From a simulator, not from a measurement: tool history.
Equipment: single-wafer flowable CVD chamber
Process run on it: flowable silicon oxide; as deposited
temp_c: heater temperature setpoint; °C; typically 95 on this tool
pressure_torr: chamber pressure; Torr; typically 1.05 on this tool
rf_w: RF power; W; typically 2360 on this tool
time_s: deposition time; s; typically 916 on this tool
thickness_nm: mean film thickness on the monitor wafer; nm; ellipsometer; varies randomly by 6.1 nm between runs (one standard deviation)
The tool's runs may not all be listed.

run    hour  temp_c  pressure_torr  rf_w  time_s  read-back reference wafer on the same gauge, thickness_nm  thickness_nm
  1     0.0      95           1.05  2360     916                                                   1260.518      1076.138
  2    55.0      95           1.05  2360     916                                                   1259.167      1075.690
  3   114.9      95           1.05  2360     916                                                   1259.451      1080.738
  4   277.1      95           1.05  2565     916                                                   1261.089      1108.143
  5   359.4      95           1.05  2360     957                                                   1260.337      1133.799
  6   447.8      95           1.05  2360     957                                                   1259.318      1130.531
      454.9  -- gauge calibrated
      486.1  -- RF generator calibrated
  7   497.8      95           1.05  2360     916                                                   1259.851      1073.013
  8   581.8      95           1.05  2360     916                                                   1260.003      1082.978
  9   626.5      95           1.05  2360     916                                                   1259.623      1078.584
 10   713.1      95           1.05  2645     916                                                   1259.822      1107.960
      735.4  -- thermocouple changed; heater temperature recalibrated
      766.8  -- showerhead replaced
 11   858.1      95           1.05  2645     916                                                   1260.474      1101.603
 12   949.1      95           1.19  2015     778                                                   1260.100      1015.815
 13   990.0     102           0.83  2660     916                                                   1260.760       661.445
 14  1086.9      95           0.88  2215     791                                                   1259.506       772.143
 15  1136.0      95           1.05  2780     916                                                   1259.483      1118.216
 16  1202.9      91           1.30  2360     916                                                   1260.554      1567.256
 17  1250.1      95           1.05  2020     916                                                   1259.777      1050.449
 18  1346.5     100           1.05  2360    1004                                                   1258.489       990.308
 19  1393.6      95           1.05  2360     916                                                   1259.764      1083.284
     1444.2  -- capacitance manometer re-zeroed and calibrated
 20  1492.6      95           1.05  2740     744                                                   1261.013       894.049
 21  1702.7      95           1.05  2360     916                                                   1259.910      1083.049
 22  1803.6      95           1.24  2360     979                                                   1260.399      1349.621
 23  1860.8      95           1.05  2360     916                                                   1260.650      1083.963
     1897.3  -- gauge calibrated
 24  1948.5     102           1.05  2540     763                                                   1258.526       692.032
 25  1992.0      95           0.85  2360     916                                                   1259.902       862.404
 26  2054.8      95           1.26  2360     916                                                   1260.082      1282.886
 27  2091.9      86           1.17  1890     846                                                   1261.559      1475.384
 28  2182.6      95           1.30  2360    1097                                                   1258.720      1597.465
 29  2231.7      95           1.30  2810     825                                                   1260.520      1240.396

Forecast each of these 3 alternatives for the next run:
  A  2232.4      95           1.05  2360    1020                                                          ?             ?
  B  2232.4      87           1.05  2810     916                                                          ?             ?
  C  2232.4     102           1.28  1900    1023                                                          ?             ?

run  read-back reference wafer on the same gauge, thickness_nm  thickness_nm
  A                                                   1259.704      1215.149
  B                                                   1259.704      1490.586
  C                                                   1259.704      1087.472
The same runs, with their run-to-run variation unchanged, on a tool lacking any hidden condition would have given:
run  thickness_nm
  A      1215.149
  B      1490.586
  C      1087.472
